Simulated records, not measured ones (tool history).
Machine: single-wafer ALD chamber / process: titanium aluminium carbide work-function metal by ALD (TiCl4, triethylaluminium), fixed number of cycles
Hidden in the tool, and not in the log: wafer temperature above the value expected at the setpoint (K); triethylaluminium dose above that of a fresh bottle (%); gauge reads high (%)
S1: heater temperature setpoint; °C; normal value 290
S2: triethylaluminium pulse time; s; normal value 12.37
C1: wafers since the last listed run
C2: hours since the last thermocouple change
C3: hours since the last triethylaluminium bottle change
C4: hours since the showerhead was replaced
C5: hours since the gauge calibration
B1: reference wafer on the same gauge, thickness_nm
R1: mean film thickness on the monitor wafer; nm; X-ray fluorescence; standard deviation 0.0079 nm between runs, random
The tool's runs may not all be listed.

run 1 hour=0 | S1=290 S2=10.44 | C1=0 C2=984.6 C3=486.9 C4=6728.9 C5=281.8 | B1=1.749 | R1=1.916
run 2 hour=55.8 | S1=290 S2=10.44 | C1=743 C2=1040.4 C3=542.7 C4=6784.7 C5=337.6 | B1=1.75 | R1=1.908
run 3 hour=124.4 | S1=296 S2=12.37 | C1=913 C2=1109 C3=611.3 C4=6853.3 C5=406.2 | B1=1.752 | R1=2.001
run 4 hour=168.5 | S1=290 S2=12.37 | C1=587 C2=1153.1 C3=655.4 C4=6897.4 C5=450.3 | B1=1.75 | R1=1.967
run 5 hour=206.7 | S1=290 S2=12.37 | C1=508 C2=1191.3 C3=693.6 C4=6935.6 C5=488.5 | B1=1.749 | R1=1.958
run 6 hour=261.2 | S1=290 S2=12.37 | C1=725 C2=1245.8 C3=748.1 C4=6990.1 C5=543 | B1=1.749 | R1=1.947
run 7 hour=314.8 | S1=290 S2=12.37 | C1=713 C2=1299.4 C3=801.7 C4=7043.7 C5=596.6 | B1=1.751 | R1=1.951
run 8 hour=358.2 | S1=290 S2=12.37 | C1=577 C2=1342.8 C3=845.1 C4=7087.1 C5=640 | B1=1.751 | R1=1.934
run 9 hour=412.8 | S1=290 S2=12.37 | C1=727 C2=1397.4 C3=899.7 C4=7141.7 C5=694.6 | B1=1.748 | R1=1.926
run 10 hour=454.7 | S1=290 S2=12.37 | C1=557 C2=1439.3 C3=941.6 C4=7183.6 C5=736.5 | B1=1.751 | R1=1.939
-- hour=463.7 showerhead replaced
-- hour=465.4 gauge calibrated
-- hour=480.6 thermocouple changed; heater temperature recalibrated
-- hour=536.5 triethylaluminium bottle replaced
run 11 hour=668 | S1=278 S2=17.1 | C1=2520 C2=187.4 C3=131.5 C4=204.3 C5=202.6 | B1=1.751 | R1=1.889
run 12 hour=731.6 | S1=277 S2=15.93 | C1=846 C2=251 C3=195.1 C4=267.9 C5=266.2 | B1=1.749 | R1=1.892
run 13 hour=773 | S1=290 S2=12.37 | C1=551 C2=292.4 C3=236.5 C4=309.3 C5=307.6 | B1=1.748 | R1=1.949
run 14 hour=811.2 | S1=290 S2=9.32 | C1=508 C2=330.6 C3=274.7 C4=347.5 C5=345.8 | B1=1.749 | R1=1.861
run 15 hour=870.2 | S1=301 S2=12.37 | C1=785 C2=389.6 C3=333.7 C4=406.5 C5=404.8 | B1=1.75 | R1=2.043
run 16 hour=917.4 | S1=290 S2=12.37 | C1=628 C2=436.8 C3=380.9 C4=453.7 C5=452 | B1=1.75 | R1=1.962
run 17 hour=943.3 | S1=290 S2=12.37 | C1=344 C2=462.7 C3=406.8 C4=479.6 C5=477.9 | B1=1.75 | R1=1.948
run 18 hour=979.4 | S1=290 S2=15.32 | C1=480 C2=498.8 C3=442.9 C4=515.7 C5=514 | B1=1.75 | R1=1.979
run 19 hour=1004.3 | S1=299 S2=8.86 | C1=331 C2=523.7 C3=467.8 C4=540.6 C5=538.9 | B1=1.748 | R1=1.894
run 20 hour=1057 | S1=279 S2=8.95 | C1=701 C2=576.4 C3=520.5 C4=593.3 C5=591.6 | B1=1.749 | R1=1.768
-- hour=1139.2 gauge calibrated
run 21 hour=1221.3 | S1=290 S2=15.75 | C1=2187 C2=740.7 C3=684.8 C4=757.6 C5=82.1 | B1=1.749 | R1=1.966

Forecast each of these 3 alternatives for the next run:
run A hour=1221.7 | S1=290 S2=12.37 | C1=5 C2=741.1 C3=685.2 C4=758 C5=82.5 | B1=? | R1=?
run B hour=1221.7 | S1=299 S2=16.77 | C1=5 C2=741.1 C3=685.2 C4=758 C5=82.5 | B1=? | R1=?
run C hour=1221.7 | S1=280 S2=16.62 | C1=5 C2=741.1 C3=685.2 C4=758 C5=82.5 | B1=? | R1=?

run=A B1=1.75 R1=1.944
run=B B1=1.75 R1=2.053
run=C B1=1.75 R1=1.906
The same runs, with their run-to-run variation unchanged, on a tool lacking any hidden condition would have given:
run=A R1=1.924
run=B R1=2.017
run=C R1=1.87

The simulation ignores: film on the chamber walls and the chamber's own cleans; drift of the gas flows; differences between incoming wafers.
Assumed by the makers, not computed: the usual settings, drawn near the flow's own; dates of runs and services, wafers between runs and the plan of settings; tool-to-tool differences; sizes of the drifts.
